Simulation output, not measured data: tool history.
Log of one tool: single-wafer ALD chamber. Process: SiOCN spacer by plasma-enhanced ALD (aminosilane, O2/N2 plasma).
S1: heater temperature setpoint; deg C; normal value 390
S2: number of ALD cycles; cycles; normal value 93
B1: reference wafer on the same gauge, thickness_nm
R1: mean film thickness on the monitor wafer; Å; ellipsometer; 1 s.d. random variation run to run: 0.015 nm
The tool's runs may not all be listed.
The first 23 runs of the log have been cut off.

run	hour	S1	S2	B1	R1
24	568.6	390	93	6.473	61.52
25	584.6	400	82	6.471	54.46
26	603.7	390	93	6.468	61.43
27	633.0	390	110	6.462	73.07
28	647.4	376	88	6.475	58.31
29	667.2	390	93	6.473	61.76
30	696.0	383	98	6.473	64.97
# hour 759.6: gauge calibrated
31	788.6	390	93	6.468	61.84
32	809.2	401	82	6.475	54.13
33	843.5	384	76	6.472	50.28
34	875.5	383	78	6.468	51.62
35	908.9	401	77	6.471	51.22
36	940.9	390	83	6.472	55.10
37	955.4	390	93	6.470	61.92
# hour 981.7: thermocouple changed; heater temperature recalibrated
38	1018.7	376	104	6.471	68.81
39	1046.8	380	104	6.466	68.75
40	1064.6	380	107	6.467	71.02
41	1142.7	399	93	6.473	61.50
42	1159.0	396	77	6.464	50.95
43	1193.9	390	93	6.472	61.66
44	1229.5	394	107	6.469	70.87

Forecast each of these 3 alternatives for the next run:
A	1230.1	390	93	?	?
B	1230.1	405	84	?	?
C	1230.1	381	93	?	?

run	B1	R1
A	6.467	61.70
B	6.467	55.20
C	6.467	61.70
With the hidden condition removed and each run's random variation left untouched, the same runs would have given:
run	R1
A	61.70
B	55.20
C	61.70
